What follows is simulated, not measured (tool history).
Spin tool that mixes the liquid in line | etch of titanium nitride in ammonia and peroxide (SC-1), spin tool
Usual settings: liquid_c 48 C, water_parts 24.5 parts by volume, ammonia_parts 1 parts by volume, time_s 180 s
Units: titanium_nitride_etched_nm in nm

run     day  liquid_c  water_parts  ammonia_parts  time_s  read-back film thickness of the titanium nitride reference wafer, read on the same gauge (nm)  titanium_nitride_etched_nm
  1       0        48         24.5              1     180                                                                                        149.976                       4.179
  2   2.733        48         24.5              1     180                                                                                        149.987                       4.129
      3.804  -- thermometer replaced
      3.908  -- gauge calibrated
        6.7  -- new drum of ammonia solution connected
  3   7.108        48         24.5              1     180                                                                                        149.988                       4.581
  4  10.154        48         24.5              1     180                                                                                        149.994                       4.549
  5  14.496        48         24.5              1     180                                                                                        150.007                       4.505
  6  17.288        48         24.5              1     180                                                                                        150.017                       4.499
  7  27.925        48         24.5              1     180                                                                                        150.025                       4.405
  8  29.521        48         24.5              1     180                                                                                        149.995                       4.371
     30.962  -- new drum of ammonia solution connected
  9  32.046        48         24.5              1     180                                                                                        150.022                       4.365
     32.675  -- ammonia flow meter replaced
 10  35.829        48         24.5              1     180                                                                                        149.983                         4.3
 11  39.896        45         24.5           0.65     180                                                                                        149.989                       3.197
 12  51.258        48           36            0.6     110                                                                                        150.012                       1.869
     51.579  -- heated supply line repaired
 13  53.983        57           32           0.75     180                                                                                        149.993                       6.696
 14  56.821        48         29.5              1     180                                                                                        149.977                       3.902
     57.067  -- new drum of ammonia solution connected
     59.592  -- thermometer replaced
     64.225  -- gauge calibrated
 15  68.704      45.5         24.5              1     180                                                                                        150.025                       3.838
     72.529  -- ammonia flow meter replaced
 16  72.558      51.5         24.5           0.85     130                                                                                        149.977                       4.036
 17  75.229        48         24.5              1     180                                                                                        149.949                       4.521
 18  77.725        48         24.5              1     180                                                                                        150.029                       4.467
 19   81.55        55         21.5              1     180                                                                                        149.997                       7.745

Run 20 comes next. What will it give?
 20  84.779      42.5         17.5            1.2     180                                                                                              ?                           ?

{"run 20": {"read-back film thickness of the titanium nitride reference wafer, read on the same gauge (nm)": 149.984, "titanium_nitride_etched_nm": 3.66}}
Without the tool's hidden state the same run would have given titanium_nitride_etched_nm 3.941 nm.

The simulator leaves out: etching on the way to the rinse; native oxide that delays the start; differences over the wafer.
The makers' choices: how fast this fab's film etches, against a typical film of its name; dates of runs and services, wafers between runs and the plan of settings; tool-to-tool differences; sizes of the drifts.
